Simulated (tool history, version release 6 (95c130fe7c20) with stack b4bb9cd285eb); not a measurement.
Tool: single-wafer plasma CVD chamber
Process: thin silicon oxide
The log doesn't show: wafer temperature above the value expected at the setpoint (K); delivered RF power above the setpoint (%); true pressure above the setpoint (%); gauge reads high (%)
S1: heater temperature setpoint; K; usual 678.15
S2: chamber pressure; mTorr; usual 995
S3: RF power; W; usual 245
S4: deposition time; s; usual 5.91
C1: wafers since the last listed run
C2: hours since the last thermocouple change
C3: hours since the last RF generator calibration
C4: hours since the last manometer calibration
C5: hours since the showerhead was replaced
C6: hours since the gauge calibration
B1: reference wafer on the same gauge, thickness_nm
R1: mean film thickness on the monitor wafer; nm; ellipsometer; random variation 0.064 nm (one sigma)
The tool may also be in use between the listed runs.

| run | hour | S1 | S2 | S3 | S4 | C1 | C2 | C3 | C4 | C5 | C6 | B1 | R1 |
|---|---|---|---|---|---|---|---|---|---|---|---|---|---|
| 1 | 0.0 | 678.15 | 1186 | 245 | 5.91 | 0 | 2801.4 | 2540.1 | 1209.4 | 6034.4 | 36.6 | 11.492 | 12.340 |
| 2 | 14.8 | 675.15 | 995 | 245 | 5.91 | 477 | 2816.2 | 2554.9 | 1224.2 | 6049.2 | 51.4 | 11.497 | 11.059 |
| 3 | 32.0 | 678.15 | 995 | 245 | 5.34 | 555 | 2833.4 | 2572.1 | 1241.4 | 6066.4 | 68.6 | 11.505 | 10.003 |
| 4 | 49.6 | 678.15 | 995 | 245 | 5.91 | 568 | 2851.0 | 2589.7 | 1259.0 | 6084.0 | 86.2 | 11.506 | 11.080 |
| 5 | 63.8 | 678.15 | 995 | 245 | 5.91 | 458 | 2865.2 | 2603.9 | 1273.2 | 6098.2 | 100.4 | 11.499 | 11.184 |
| 6 | 76.0 | 678.15 | 995 | 245 | 5.91 | 393 | 2877.4 | 2616.1 | 1285.4 | 6110.4 | 112.6 | 11.501 | 11.147 |
|  | 86.7 | RF generator calibrated |
| 7 | 87.2 | 671.15 | 995 | 245 | 5.91 | 103 | 2888.6 | 0.5 | 1296.6 | 6121.6 | 123.8 | 11.485 | 11.062 |
| 8 | 96.1 | 671.15 | 995 | 245 | 5.91 | 287 | 2897.5 | 9.4 | 1305.5 | 6130.5 | 132.7 | 11.509 | 11.083 |
|  | 107.1 | thermocouple changed; heater temperature recalibrated |
| 9 | 111.1 | 678.15 | 995 | 245 | 5.91 | 226 | 4.0 | 24.4 | 1320.5 | 6145.5 | 147.7 | 11.498 | 11.055 |
| 10 | 119.4 | 678.15 | 995 | 215 | 5.53 | 267 | 12.3 | 32.7 | 1328.8 | 6153.8 | 156.0 | 11.497 | 9.804 |
| 11 | 130.3 | 678.15 | 995 | 245 | 4.76 | 351 | 23.2 | 43.6 | 1339.7 | 6164.7 | 166.9 | 11.502 | 9.024 |
|  | 141.0 | gauge calibrated |
|  | 151.1 | showerhead replaced |
| 12 | 151.6 | 678.15 | 1186 | 245 | 5.91 | 429 | 44.5 | 64.9 | 1361.0 | 0.5 | 10.6 | 11.488 | 12.243 |
|  | 160.6 | capacitance manometer re-zeroed and calibrated |
| 13 | 161.1 | 669.15 | 995 | 245 | 5.91 | 48 | 54.0 | 74.4 | 0.5 | 10.0 | 20.1 | 11.500 | 11.162 |
| 14 | 168.8 | 678.15 | 995 | 245 | 5.91 | 248 | 61.7 | 82.1 | 8.2 | 17.7 | 27.8 | 11.497 | 11.148 |
| 15 | 182.2 | 678.15 | 1059 | 245 | 6.76 | 432 | 75.1 | 95.5 | 21.6 | 31.1 | 41.2 | 11.494 | 13.177 |
| 16 | 198.7 | 678.15 | 852 | 225 | 5.91 | 532 | 91.6 | 112.0 | 38.1 | 47.6 | 57.7 | 11.500 | 9.528 |
| 17 | 213.2 | 678.15 | 1113 | 295 | 5.91 | 468 | 106.1 | 126.5 | 52.6 | 62.1 | 72.2 | 11.504 | 12.620 |
| 18 | 223.2 | 670.15 | 1126 | 265 | 6.94 | 322 | 116.1 | 136.5 | 62.6 | 72.1 | 82.2 | 11.496 | 14.613 |
| 19 | 237.7 | 693.15 | 995 | 245 | 5.91 | 468 | 130.6 | 151.0 | 77.1 | 86.6 | 96.7 | 11.506 | 10.987 |

5 ways to go on from here, each from the tool as it stands after run 19. What would each give?
| A | 238.1 | 678.15 | 995 | 245 | 5.91 | 12 | 131.0 | 151.4 | 77.5 | 87.0 | 97.1 | ? | ? |
| B | 238.1 | 678.15 | 1119 | 215 | 6.27 | 12 | 131.0 | 151.4 | 77.5 | 87.0 | 97.1 | ? | ? |
| C | 238.1 | 678.15 | 892 | 280 | 5.91 | 12 | 131.0 | 151.4 | 77.5 | 87.0 | 97.1 | ? | ? |
| D | 238.1 | 692.15 | 1208 | 280 | 5.91 | 12 | 131.0 | 151.4 | 77.5 | 87.0 | 97.1 | ? | ? |
| E | 238.1 | 690.15 | 995 | 245 | 6.51 | 12 | 131.0 | 151.4 | 77.5 | 87.0 | 97.1 | ? | ? |

| run | B1 | R1 |
|---|---|---|
| A | 11.504 | 11.065 |
| B | 11.504 | 11.908 |
| C | 11.504 | 10.810 |
| D | 11.504 | 13.018 |
| E | 11.504 | 12.103 |
Without the tool's hidden state the same runs would have given:
| run | R1 |
|---|---|
| A | 11.065 |
| B | 11.908 |
| C | 10.810 |
| D | 13.018 |
| E | 12.103 |

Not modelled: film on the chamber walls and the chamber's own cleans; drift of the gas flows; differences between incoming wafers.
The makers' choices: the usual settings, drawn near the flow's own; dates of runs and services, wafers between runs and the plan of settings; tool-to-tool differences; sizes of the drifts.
